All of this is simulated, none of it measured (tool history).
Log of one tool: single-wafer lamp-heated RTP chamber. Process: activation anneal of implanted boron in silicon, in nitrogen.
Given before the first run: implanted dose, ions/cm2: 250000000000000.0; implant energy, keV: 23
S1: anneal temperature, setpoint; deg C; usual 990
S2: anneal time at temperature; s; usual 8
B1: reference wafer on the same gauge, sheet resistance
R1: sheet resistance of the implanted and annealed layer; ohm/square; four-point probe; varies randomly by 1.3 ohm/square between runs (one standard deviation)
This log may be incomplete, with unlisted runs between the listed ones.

run   hour    S1  S2      B1      R1
  1    0.0   968   8  463.60  428.07
  2   17.0   990   8  464.24  411.31
  3   28.3   990   8  463.77  408.51
  4   44.5   983  10  464.53  415.01
  5   61.1  1014   9  463.85  402.54
  6   71.1  1014   9  464.32  402.30
  7   88.9  1014   9  464.07  405.04
      91.2  -- gauge calibrated
  8  101.7   990   8  463.90  410.02
  9  116.5   990   8  464.06  408.43
 10  132.8   990   8  464.04  410.45
 11  147.7   990   8  464.80  409.96
 12  157.8   979   8  463.91  414.57
 13  166.3   979   8  463.81  415.48
 14  172.4   990   8  463.48  411.67
 15  184.3   990   8  463.71  408.66
 16  199.4   990   8  463.79  408.22
 17  215.5   990   8  464.50  408.42
     226.4  -- pyrometer window cleaned and pyrometer calibrated
 18  230.8   978   5  464.78  424.96
 19  242.4  1010   8  464.11  405.15
 20  253.4  1010  10  464.07  404.71
 21  260.7   965   8  464.67  439.05
 22  273.0  1010  11  463.37  403.21
 23  280.5  1004   9  463.59  406.34
 24  292.7   972   6  462.99  428.86
 25  310.3   990   8  463.76  409.27
 26  324.0   967  12  463.55  424.05
 27  333.7   961   5  463.93  441.77
     348.6  -- reflector plate cleaned
 28  349.7  1003  10  464.14  403.90
 29  359.7  1010  13  464.22  405.69
 30  369.1   990   8  463.68  410.73
 31  384.7   990   8  463.67  410.42
     386.7  -- gauge calibrated
 32  400.3   981   6  463.20  417.32
 33  411.2   998   6  463.52  408.26
 34  420.4   980  10  463.69  416.01
 35  427.2   980  12  463.80  415.69
 36  441.0   998   4  464.03  408.15
 37  451.9   990  11  463.47  409.03
 38  476.3   977  11  463.72  415.40

Forecast each of these 3 alternatives for the next run:
  A  476.7   990   8   ?   ?
  B  476.7  1004   8   ?   ?
  C  476.7   962   5   ?   ?

run      B1      R1
  A  463.58  410.18
  B  463.58  405.92
  C  463.58  440.48
The same runs, with their run-to-run variation unchanged, on a tool lacking any hidden condition would have given:
run      R1
  A  419.76
  B  410.30
  C  470.59
